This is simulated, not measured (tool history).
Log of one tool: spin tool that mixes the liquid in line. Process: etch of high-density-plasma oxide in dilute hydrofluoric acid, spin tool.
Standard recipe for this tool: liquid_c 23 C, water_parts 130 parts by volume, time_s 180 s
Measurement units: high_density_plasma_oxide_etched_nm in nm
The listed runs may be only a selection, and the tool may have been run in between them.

| run | hour | liquid_c | water_parts | time_s | wafers since the last listed run | hours since the thermometer was replaced | hours since the hydrofluoric acid flow meter was replaced | hours since the gauge calibration | read-back film thickness of the high-density-plasma oxide reference wafer, read on the same gauge (nm) | high_density_plasma_oxide_etched_nm |
|---|---|---|---|---|---|---|---|---|---|---|
| 1 | 0 | 23 | 130 | 135 | 0 | 951.6 | 1008.4 | 712.8 | 30.67 | 7.75 |
| 2 | 49.9 | 23 | 130 | 135 | 263 | 1001.5 | 1058.3 | 762.7 | 30.73 | 7.91 |
| 3 | 153.2 | 23 | 130 | 180 | 545 | 1104.8 | 1161.6 | 866 | 30.86 | 10.24 |
| 4 | 192.4 | 23 | 130 | 180 | 206 | 1144 | 1200.8 | 905.2 | 30.9 | 10.4 |
| 5 | 240.4 | 23 | 130 | 180 | 253 | 1192 | 1248.8 | 953.2 | 30.96 | 10.28 |
| 6 | 329 | 23 | 130 | 180 | 467 | 1280.6 | 1337.4 | 1041.8 | 31.06 | 10.38 |
| 7 | 428.1 | 23 | 130 | 255 | 523 | 1379.7 | 1436.5 | 1140.9 | 31.18 | 14.87 |
| 8 | 520.8 | 23 | 130 | 180 | 489 | 1472.4 | 1529.2 | 1233.6 | 31.31 | 10.54 |
| 9 | 614.8 | 25 | 155 | 250 | 496 | 1566.4 | 1623.2 | 1327.6 | 31.41 | 12.84 |
|  | 652.2 | gauge calibrated |
| 10 | 686.8 | 27 | 185 | 130 | 380 | 1638.4 | 1695.2 | 34.6 | 29.98 | 5.56 |
| 11 | 788.9 | 21.5 | 100 | 85 | 538 | 1740.5 | 1797.3 | 136.7 | 30.09 | 5.99 |
|  | 791.8 | thermometer replaced |
|  | 836.1 | hydrofluoric acid flow meter replaced |
| 12 | 867.9 | 23 | 100 | 180 | 406 | 76.1 | 31.8 | 215.7 | 30.19 | 13.63 |
| 13 | 911 | 18.5 | 190 | 105 | 227 | 119.2 | 74.9 | 258.8 | 30.24 | 3.24 |
| 14 | 977.7 | 19 | 85 | 120 | 352 | 185.9 | 141.6 | 325.5 | 30.31 | 9.3 |
| 15 | 1069 | 21.5 | 185 | 125 | 481 | 277.2 | 232.9 | 416.8 | 30.43 | 4.38 |

List, for all runs, the conditions of the tool that the log does not record:
liquid colder than its thermometer reads (K): 0 on each run
hydrofluoric acid flow below the setpoint (%): 0 on each run
H1: gauge reads high (%)
| run | H1 |
|---|---|
| 1 | 2.21 |
| 2 | 2.41 |
| 3 | 2.82 |
| 4 | 2.98 |
| 5 | 3.17 |
| 6 | 3.52 |
| 7 | 3.92 |
| 8 | 4.29 |
| 9 | 4.67 |
| 10 | -0.0601 |
| 11 | 0.348 |
| 12 | 0.664 |
| 13 | 0.837 |
| 14 | 1.1 |
| 15 | 1.47 |
